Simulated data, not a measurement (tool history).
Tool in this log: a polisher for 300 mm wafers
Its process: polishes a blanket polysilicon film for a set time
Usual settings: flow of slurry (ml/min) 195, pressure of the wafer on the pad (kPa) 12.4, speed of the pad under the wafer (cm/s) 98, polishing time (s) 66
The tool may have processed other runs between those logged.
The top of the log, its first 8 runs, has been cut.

run,hour,flow of slurry (ml/min),pressure of the wafer on the pad (kPa),speed of the pad under the wafer (cm/s),polishing time (s),wafers since the last listed run,wafers polished on this pad,hours since the slurry nozzle was cleaned,hours since the head pressure was calibrated,"incoming thickness of the incoming film, nm",film removed (Å)
9,427.5,195,12.4,98,55,266,1687,97.3,1105,1873.4,3081
10,464.7,195,12.4,98,77,294,1981,134.5,1142.2,1884.9,4253
11,534.7,195,12.4,98,77,553,2534,204.5,1212.2,1908.4,4148
# hour 581.3: worn pad replaced by a new one
12,587.8,195,12.4,98,77,388,51,257.6,1265.3,1876.4,4458
13,651.1,195,12.4,98,52,500,551,320.9,1328.6,1897.8,2995
14,703.6,250,12.4,98,66,414,966,373.4,1381.1,1902.9,3858
# hour 748.7: slurry nozzle cleaned
15,752,250,12.4,98,66,374,1341,3.3,1429.5,1873.2,3843
16,817.5,195,12.4,76,66,517,1858,68.8,1495,1910.8,2850
17,850,215,9.7,118,77,256,2115,101.3,1527.5,1870.4,3940
18,890.5,195,15.9,70,81,320,2435,141.8,1568,1890.5,4009
# hour 903.8: head pressure recalibrated
19,953.3,150,11,66,85,480,2916,204.6,49.5,1863.3,2590
# hour 1000.3: worn pad replaced by a new one
20,1105.9,245,12.4,130,66,1174,834,357.2,202.1,1900.7,5074
21,1143.8,195,12.4,98,53,299,1134,395.1,240,1873.9,3029
# hour 1201.3: slurry nozzle cleaned
22,1340.7,225,12.4,126,83,1548,2682,139.4,436.9,1902,5781
23,1369.4,195,12.4,98,66,226,2909,168.1,465.6,1883,3501
# hour 1377.3: worn pad replaced by a new one
24,1440.7,235,15.9,112,78,531,501,239.4,536.9,1857.6,6608
25,1480.5,195,12.4,98,66,314,816,279.2,576.7,1876.2,3841
26,1544.8,195,9.7,78,66,508,1324,343.5,641,1891,2327
27,1592.6,195,12.4,72,48,377,1702,391.3,688.8,1900.2,1994
28,1645.1,195,12.4,98,66,414,2117,443.8,741.3,1908.1,3664
# hour 1654.6: slurry nozzle cleaned
29,1711.1,195,12.4,98,66,513,2630,56.5,807.3,1880.3,3534
30,1747.1,195,14.5,98,66,284,2915,92.5,843.3,1895.7,4072
# hour 1793.7: worn pad replaced by a new one
31,1794.2,195,12.4,98,74,340,3,139.6,890.4,1894.6,4256
32,1946.1,255,12.4,124,51,1200,1204,291.5,1042.3,1859.3,3756
33,1971.1,195,12.4,98,86,197,1401,316.5,1067.3,1890,4826

Alternative continuations, all from the tool just after run 33; predict every row:
A,1971.5,195,12.4,98,66,3,1405,316.9,1067.7,1895.1,?
B,1971.5,165,9.7,118,55,3,1405,316.9,1067.7,1895.1,?
C,1971.5,195,12.4,130,66,3,1405,316.9,1067.7,1895.1,?

run,film removed (Å)
A,3736
B,2876
C,4955
Without the tool's hidden state the same runs would have given:
run,film removed (Å)
A,3824
B,2944
C,5073
